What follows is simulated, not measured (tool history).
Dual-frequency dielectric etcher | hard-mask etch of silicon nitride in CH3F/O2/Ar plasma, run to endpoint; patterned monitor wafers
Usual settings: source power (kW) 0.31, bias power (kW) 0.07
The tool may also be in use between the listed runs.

run     day  source power (kW)  bias power (kW)  wafers since the last listed run  hours since the last wet clean  hours since the last source power generator calibration  hours since the last bias power generator calibration  hours since the last upper electrode change  incoming incoming film thickness, nm  endpoint time (s)
  1       0               0.31             0.07                                 0                            97.9                                                   1664.2                                                 2896.9                                       5340.9                                    44               63.7
  2   1.196               0.31             0.07                               213                           126.6                                                   1692.9                                                 2925.6                                       5369.6                                 43.55                 63
  3   2.175               0.31             0.07                               174                           150.1                                                   1716.4                                                 2949.1                                       5393.1                                 44.12               64.2
  4   3.621               0.31             0.07                               258                           184.8                                                   1751.1                                                 2983.8                                       5427.8                                    44               63.5
  5   4.175               0.31             0.07                                98                           198.1                                                   1764.4                                                 2997.1                                       5441.1                                 44.16               64.9
  6   7.062               0.31             0.07                               515                           267.4                                                   1833.7                                                 3066.4                                       5510.4                                  43.4               64.5
  7   7.688               0.31             0.07                               111                           282.4                                                   1848.7                                                 3081.4                                       5525.4                                  43.5               63.7
  8   8.696               0.31             0.07                               179                           306.6                                                   1872.9                                                 3105.6                                       5549.6                                 44.05               65.2
      9.125  -- bias power generator calibrated
  9  10.029               0.34             0.07                               208                           338.6                                                   1904.9                                                   21.7                                       5581.6                                 43.94               63.8
     11.646  -- wet clean of the chamber
 10  11.667               0.34             0.07                               113                             0.5                                                   1944.2                                                     61                                       5620.9                                 43.95               60.4
     13.838  -- upper electrode replaced
 11  13.858               0.34             0.07                               212                            53.1                                                   1996.8                                                  113.6                                          0.5                                 43.54               60.9
 12  13.871               0.31             0.07                                 2                            53.4                                                   1997.1                                                  113.9                                          0.8                                 43.78               62.9
 13  14.438               0.34            0.064                               101                              67                                                   2010.7                                                  127.5                                         14.4                                 44.37               64.6
 14  15.096               0.39            0.059                               117                            82.8                                                   2026.5                                                  143.3                                         30.2                                 43.81               64.2
 15  16.412               0.35            0.082                               234                           114.4                                                   2058.1                                                  174.9                                         61.8                                 43.62               57.1
 16  16.942               0.35            0.063                                94                           127.1                                                   2070.8                                                  187.6                                         74.5                                 44.07               65.4

The next listed run, before its measurement:
 17  17.8               0.27            0.053                               153                           147.7                                                   2091.4                                                  208.2                                         95.1                                 43.72                  ?

{"run 17": {"endpoint time (s)": 74.2}}
Without the tool's hidden state the same run would have given endpoint time (s) 72.8.
